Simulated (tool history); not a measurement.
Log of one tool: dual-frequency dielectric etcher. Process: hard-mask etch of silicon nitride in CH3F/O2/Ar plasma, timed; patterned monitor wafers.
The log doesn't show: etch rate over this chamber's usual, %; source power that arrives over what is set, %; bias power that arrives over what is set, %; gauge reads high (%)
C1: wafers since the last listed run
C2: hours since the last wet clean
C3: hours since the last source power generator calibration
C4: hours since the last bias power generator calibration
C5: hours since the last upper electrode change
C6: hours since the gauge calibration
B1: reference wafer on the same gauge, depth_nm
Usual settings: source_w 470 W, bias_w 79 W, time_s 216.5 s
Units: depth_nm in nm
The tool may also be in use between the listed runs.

run 1 day=0 | source_w=470 bias_w=70 time_s=216.5 | C1=0 C2=333.7 C3=2888.3 C4=692.5 C5=2615.3 C6=561.2 | B1=172.5 | depth_nm=157.6
run 2 day=3.783 | source_w=470 bias_w=70 time_s=216.5 | C1=382 C2=424.5 C3=2979.1 C4=783.3 C5=2706.1 C6=652 | B1=174 | depth_nm=158.4
-- day=4.821 gauge calibrated
-- day=5.6 wet clean of the chamber
run 3 day=6.692 | source_w=470 bias_w=70 time_s=216.5 | C1=192 C2=26.2 C3=3048.9 C4=853.1 C5=2775.9 C6=44.9 | B1=169.9 | depth_nm=155.8
run 4 day=10.517 | source_w=380 bias_w=79 time_s=216.5 | C1=386 C2=118 C3=3140.7 C4=944.9 C5=2867.7 C6=136.7 | B1=170.5 | depth_nm=146.3
run 5 day=13.5 | source_w=470 bias_w=79 time_s=167.5 | C1=301 C2=189.6 C3=3212.3 C4=1016.5 C5=2939.3 C6=208.3 | B1=170.9 | depth_nm=124.6
run 6 day=16.221 | source_w=470 bias_w=79 time_s=167.5 | C1=275 C2=254.9 C3=3277.6 C4=1081.8 C5=3004.6 C6=273.6 | B1=170.6 | depth_nm=125.8
run 7 day=17.829 | source_w=470 bias_w=79 time_s=216.5 | C1=162 C2=293.5 C3=3316.2 C4=1120.4 C5=3043.2 C6=312.2 | B1=171.5 | depth_nm=161.7
run 8 day=19.646 | source_w=470 bias_w=79 time_s=216.5 | C1=183 C2=337.1 C3=3359.8 C4=1164 C5=3086.8 C6=355.8 | B1=171.1 | depth_nm=163.3
-- day=22.488 wet clean of the chamber
run 9 day=22.508 | source_w=470 bias_w=79 time_s=216.5 | C1=188 C2=0.5 C3=3428.5 C4=1232.7 C5=3155.5 C6=424.5 | B1=171.6 | depth_nm=161.2
run 10 day=24.054 | source_w=470 bias_w=79 time_s=216.5 | C1=156 C2=37.6 C3=3465.6 C4=1269.8 C5=3192.6 C6=461.6 | B1=172.3 | depth_nm=162.5
run 11 day=27.362 | source_w=470 bias_w=79 time_s=216.5 | C1=334 C2=117 C3=3545 C4=1349.2 C5=3272 C6=541 | B1=172.9 | depth_nm=163.2
run 12 day=31.6 | source_w=410 bias_w=86 time_s=258.5 | C1=428 C2=218.7 C3=3646.7 C4=1450.9 C5=3373.7 C6=642.7 | B1=173.7 | depth_nm=187.9
-- day=32.962 bias power generator calibrated
run 13 day=34.467 | source_w=510 bias_w=94 time_s=194.5 | C1=273 C2=287.5 C3=3715.5 C4=36.1 C5=3442.5 C6=711.5 | B1=174.2 | depth_nm=162.6
run 14 day=38.162 | source_w=470 bias_w=95 time_s=269.5 | C1=373 C2=376.2 C3=3804.2 C4=124.8 C5=3531.2 C6=800.2 | B1=176 | depth_nm=220.2
-- day=40.571 gauge calibrated
-- day=40.7 wet clean of the chamber
run 15 day=42.188 | source_w=470 bias_w=70 time_s=216.5 | C1=305 C2=35.7 C3=3900.8 C4=221.4 C5=3627.8 C6=38.8 | B1=170.1 | depth_nm=157
run 16 day=45.075 | source_w=590 bias_w=79 time_s=216.5 | C1=291 C2=105 C3=3970.1 C4=290.7 C5=3697.1 C6=108.1 | B1=170.2 | depth_nm=177
-- day=46.233 upper electrode replaced
run 17 day=46.854 | source_w=470 bias_w=79 time_s=216.5 | C1=78 C2=147.7 C3=4012.8 C4=333.4 C5=14.9 C6=150.8 | B1=170.5 | depth_nm=162.6
-- day=48.496 source power generator calibrated
run 18 day=48.962 | source_w=410 bias_w=89 time_s=278.5 | C1=196 C2=198.3 C3=11.2 C4=384 C5=65.5 C6=201.4 | B1=170.1 | depth_nm=202.9
run 19 day=52.025 | source_w=470 bias_w=79 time_s=216.5 | C1=309 C2=271.8 C3=84.7 C4=457.5 C5=139 C6=274.9 | B1=170.9 | depth_nm=161.9
run 20 day=55.367 | source_w=370 bias_w=89 time_s=216.5 | C1=337 C2=352 C3=164.9 C4=537.7 C5=219.2 C6=355.1 | B1=171 | depth_nm=150.8
run 21 day=57.475 | source_w=420 bias_w=94 time_s=216.5 | C1=213 C2=402.6 C3=215.5 C4=588.3 C5=269.8 C6=405.7 | B1=171.5 | depth_nm=163
-- day=62.117 wet clean of the chamber
run 22 day=62.138 | source_w=470 bias_w=69 time_s=216.5 | C1=370 C2=0.5 C3=327.4 C4=700.2 C5=381.7 C6=517.6 | B1=172.2 | depth_nm=157
run 23 day=64.617 | source_w=470 bias_w=94 time_s=189.5 | C1=250 C2=60 C3=386.9 C4=759.7 C5=441.2 C6=577.1 | B1=172.9 | depth_nm=151

What the log doesn't show, run by run:
etch rate over this chamber's usual, %: 0 in every run
source power that arrives over what is set, %: 0 in every run
bias power that arrives over what is set, %: 0 in every run
H1: gauge reads high (%)
run=1 H1=1.62
run=2 H1=2.18
run=3 H1=0.111
run=4 H1=0.195
run=5 H1=0.319
run=6 H1=0.477
run=7 H1=0.591
run=8 H1=0.738
run=9 H1=1.01
run=10 H1=1.17
run=11 H1=1.57
run=12 H1=2.18
run=13 H1=2.65
run=14 H1=3.32
run=15 H1=0.0863
run=16 H1=0.138
run=17 H1=0.193
run=18 H1=0.283
run=19 H1=0.459
run=20 H1=0.714
run=21 H1=0.907
run=22 H1=1.43
run=23 H1=1.76
